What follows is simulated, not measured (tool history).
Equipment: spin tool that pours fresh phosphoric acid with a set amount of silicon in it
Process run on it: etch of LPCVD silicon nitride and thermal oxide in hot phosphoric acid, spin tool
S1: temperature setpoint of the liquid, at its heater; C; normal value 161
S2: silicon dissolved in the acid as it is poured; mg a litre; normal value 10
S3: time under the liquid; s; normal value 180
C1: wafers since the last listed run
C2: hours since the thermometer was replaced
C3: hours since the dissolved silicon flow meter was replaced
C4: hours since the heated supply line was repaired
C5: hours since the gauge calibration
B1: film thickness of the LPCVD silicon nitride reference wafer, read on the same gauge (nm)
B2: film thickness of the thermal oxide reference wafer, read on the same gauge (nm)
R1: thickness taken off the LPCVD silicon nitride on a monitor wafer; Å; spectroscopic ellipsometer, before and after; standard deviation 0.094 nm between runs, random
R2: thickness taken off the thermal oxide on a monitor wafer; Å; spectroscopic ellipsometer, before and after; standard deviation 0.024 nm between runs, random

{"run": 1, "hour": 0.0, "S1": 161, "S2": 10, "S3": 180, "C1": 0, "C2": 1018.5, "C3": 694.6, "C4": 1620.7, "C5": 365.7, "B1": 109.98, "B2": 40.008, "R1": 144.2, "R2": 3.21}
{"run": 2, "hour": 66.4, "S1": 161, "S2": 10, "S3": 180, "C1": 286, "C2": 1084.9, "C3": 761, "C4": 1687.1, "C5": 432.1, "B1": 110.02, "B2": 39.999, "R1": 143.7, "R2": 3.34}
{"run": 3, "hour": 91.0, "S1": 161, "S2": 10, "S3": 180, "C1": 106, "C2": 1109.5, "C3": 785.6, "C4": 1711.7, "C5": 456.7, "B1": 110.04, "B2": 39.977, "R1": 143.3, "R2": 3.21}
{"run": 4, "hour": 160.9, "S1": 161, "S2": 10, "S3": 180, "C1": 301, "C2": 1179.4, "C3": 855.5, "C4": 1781.6, "C5": 526.6, "B1": 109.98, "B2": 39.998, "R1": 143, "R2": 3.32}
{"hour": 174.4, "done": "gauge calibrated"}
{"run": 5, "hour": 192.3, "S1": 161, "S2": 10, "S3": 180, "C1": 135, "C2": 1210.8, "C3": 886.9, "C4": 1813, "C5": 17.9, "B1": 110.01, "B2": 39.994, "R1": 142.8, "R2": 3.37}
{"run": 6, "hour": 258.3, "S1": 161, "S2": 10, "S3": 180, "C1": 284, "C2": 1276.8, "C3": 952.9, "C4": 1879, "C5": 83.9, "B1": 109.99, "B2": 39.995, "R1": 142.6, "R2": 2.94}
{"hour": 325.1, "done": "dissolved silicon flow meter replaced"}
{"run": 7, "hour": 377.7, "S1": 161, "S2": 10, "S3": 180, "C1": 510, "C2": 1396.2, "C3": 52.6, "C4": 1998.4, "C5": 203.3, "B1": 109.97, "B2": 39.99, "R1": 141.5, "R2": 3.43}
{"run": 8, "hour": 430.7, "S1": 161, "S2": 6, "S3": 180, "C1": 228, "C2": 1449.2, "C3": 105.6, "C4": 2051.4, "C5": 256.3, "B1": 110.05, "B2": 40.007, "R1": 141, "R2": 3.56}
{"hour": 470.2, "done": "heated supply line repaired"}
{"run": 9, "hour": 484.5, "S1": 161, "S2": 10, "S3": 180, "C1": 227, "C2": 1503, "C3": 159.4, "C4": 14.3, "C5": 310.1, "B1": 110.02, "B2": 39.984, "R1": 141.3, "R2": 2.81}
{"run": 10, "hour": 518.2, "S1": 162.5, "S2": 2.5, "S3": 245, "C1": 145, "C2": 1536.7, "C3": 193.1, "C4": 48, "C5": 343.8, "B1": 109.99, "B2": 39.999, "R1": 201, "R2": 5.65}
{"run": 11, "hour": 570.4, "S1": 161, "S2": 7, "S3": 180, "C1": 224, "C2": 1588.9, "C3": 245.3, "C4": 100.2, "C5": 396, "B1": 110.02, "B2": 39.983, "R1": 140.6, "R2": 3.07}
{"run": 12, "hour": 607.8, "S1": 161, "S2": 10, "S3": 180, "C1": 161, "C2": 1626.3, "C3": 282.7, "C4": 137.6, "C5": 433.4, "B1": 110.02, "B2": 40.015, "R1": 139.8, "R2": 3.2}
{"run": 13, "hour": 638.0, "S1": 161, "S2": 16.5, "S3": 180, "C1": 130, "C2": 1656.5, "C3": 312.9, "C4": 167.8, "C5": 463.6, "B1": 109.96, "B2": 39.997, "R1": 138, "R2": 2.83}
{"hour": 669.9, "done": "gauge calibrated"}
{"hour": 673.3, "done": "thermometer replaced"}
{"run": 14, "hour": 688.8, "S1": 161, "S2": 10, "S3": 180, "C1": 214, "C2": 15.5, "C3": 363.7, "C4": 218.6, "C5": 18.9, "B1": 109.94, "B2": 39.977, "R1": 149.9, "R2": 3.72}
{"run": 15, "hour": 740.2, "S1": 159, "S2": 14, "S3": 215, "C1": 221, "C2": 66.9, "C3": 415.1, "C4": 270, "C5": 70.3, "B1": 109.99, "B2": 39.991, "R1": 168.4, "R2": 3.35}
{"run": 16, "hour": 774.5, "S1": 161, "S2": 10, "S3": 215, "C1": 147, "C2": 101.2, "C3": 449.4, "C4": 304.3, "C5": 104.6, "B1": 110.01, "B2": 40.021, "R1": 176.1, "R2": 4.25}
{"run": 17, "hour": 836.6, "S1": 161, "S2": 14.5, "S3": 90, "C1": 267, "C2": 163.3, "C3": 511.5, "C4": 366.4, "C5": 166.7, "B1": 109.98, "B2": 40.001, "R1": 74.8, "R2": 1.59}
{"run": 18, "hour": 902.0, "S1": 161, "S2": 10, "S3": 180, "C1": 281, "C2": 228.7, "C3": 576.9, "C4": 431.8, "C5": 232.1, "B1": 110.01, "B2": 39.976, "R1": 147.8, "R2": 3.56}

Run-by-run hidden state of the tool:
dissolved silicon flow above the setpoint (%): 0 across all the runs
temperature lost on the way to the wafer (K): 0 across all the runs
gauge reads high (%): 0 across all the runs
H1: liquid colder than its thermometer reads (K)
run=1 H1=1.68
run=2 H1=1.78
run=3 H1=1.82
run=4 H1=1.94
run=5 H1=1.99
run=6 H1=2.1
run=7 H1=2.29
run=8 H1=2.38
run=9 H1=2.47
run=10 H1=2.52
run=11 H1=2.61
run=12 H1=2.67
run=13 H1=2.72
run=14 H1=0.437
run=15 H1=0.522
run=16 H1=0.578
run=17 H1=0.68
run=18 H1=0.787

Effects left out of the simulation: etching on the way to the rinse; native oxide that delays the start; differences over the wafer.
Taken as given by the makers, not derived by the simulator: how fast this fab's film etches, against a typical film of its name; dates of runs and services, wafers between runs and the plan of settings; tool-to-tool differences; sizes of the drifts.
